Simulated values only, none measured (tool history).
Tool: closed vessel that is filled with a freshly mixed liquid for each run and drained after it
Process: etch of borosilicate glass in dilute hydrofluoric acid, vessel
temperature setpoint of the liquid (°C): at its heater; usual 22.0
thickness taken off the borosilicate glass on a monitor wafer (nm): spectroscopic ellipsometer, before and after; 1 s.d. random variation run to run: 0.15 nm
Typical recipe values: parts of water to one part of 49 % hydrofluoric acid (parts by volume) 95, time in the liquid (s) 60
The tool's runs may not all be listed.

run	hour	temperature setpoint of the liquid (°C)	parts of water to one part of 49 % hydrofluoric acid (parts by volume)	time in the liquid (s)	read-back film thickness of the borosilicate glass reference wafer, read on the same gauge (nm)	thickness taken off the borosilicate glass on a monitor wafer (nm)
1	0.0	18.5	120	60	29.98	22.26
2	11.1	18.5	120	60	30.03	22.17
3	22.2	18.5	120	60	30.02	22.15
4	36.6	18.5	70	60	30.01	40.56
5	50.4	18.5	70	60	29.98	40.42
6	84.7	18.5	70	60	29.95	40.30
7	91.5	22.0	95	60	30.00	33.09
8	105.6	19.5	120	60	30.00	23.17
9	116.8	19.5	120	60	30.00	23.28
10	128.2	22.0	95	60	30.03	33.16
11	153.4	22.0	95	60	30.01	33.41
12	165.5	22.0	95	60	30.00	33.41
13	172.9	22.0	95	60	29.99	33.57
14	189.5	22.0	95	60	29.99	33.67
15	205.2	22.0	95	60	30.03	33.44
16	215.1	22.0	75	30	30.00	21.72
17	248.0	22.0	95	60	30.02	33.73
18	257.0	22.0	95	60	30.04	33.33
19	269.2	22.0	135	45	30.00	15.13
20	299.5	18.0	45	40	29.99	37.97
21	315.0	22.0	95	60	30.01	30.42
22	325.7	18.0	95	60	30.02	25.41
23	332.8	20.5	95	75	29.99	35.64
24	350.6	22.0	115	50	29.99	20.10
25	356.6	24.5	115	40	30.03	17.79
26	368.3	25.0	95	40	29.97	22.64
27	382.9	25.0	95	40	29.96	22.77
28	394.2	22.0	95	60	30.02	30.22
29	414.7	18.5	80	40	30.02	21.03

Withheld: 3 entries from between the runs. Position of each, and hidden state at the listed run before versus the listed run after:
After run 10, before run 11: hydrofluoric acid flow meter replaced (hour 134.3)
  liquid hotter than its thermometer reads (K): 2.69 -> 2.72
  measured value less the no-hidden-state value, thickness taken off the borosilicate glass on a monitor wafer (nm): +3.38 -> +3.44
After run 18, before run 19: thermometer replaced (hour 265.4)
  liquid hotter than its thermometer reads (K): 2.88 -> 0.0328
  measured value less the no-hidden-state value, thickness taken off the borosilicate glass on a monitor wafer (nm): +3.63 -> +0.02
After run 19, before run 20: gauge calibrated (hour 282.9)
  liquid hotter than its thermometer reads (K): 0.0328 -> 0.0777
  measured value less the no-hidden-state value, thickness taken off the borosilicate glass on a monitor wafer (nm): +0.02 -> +0.13
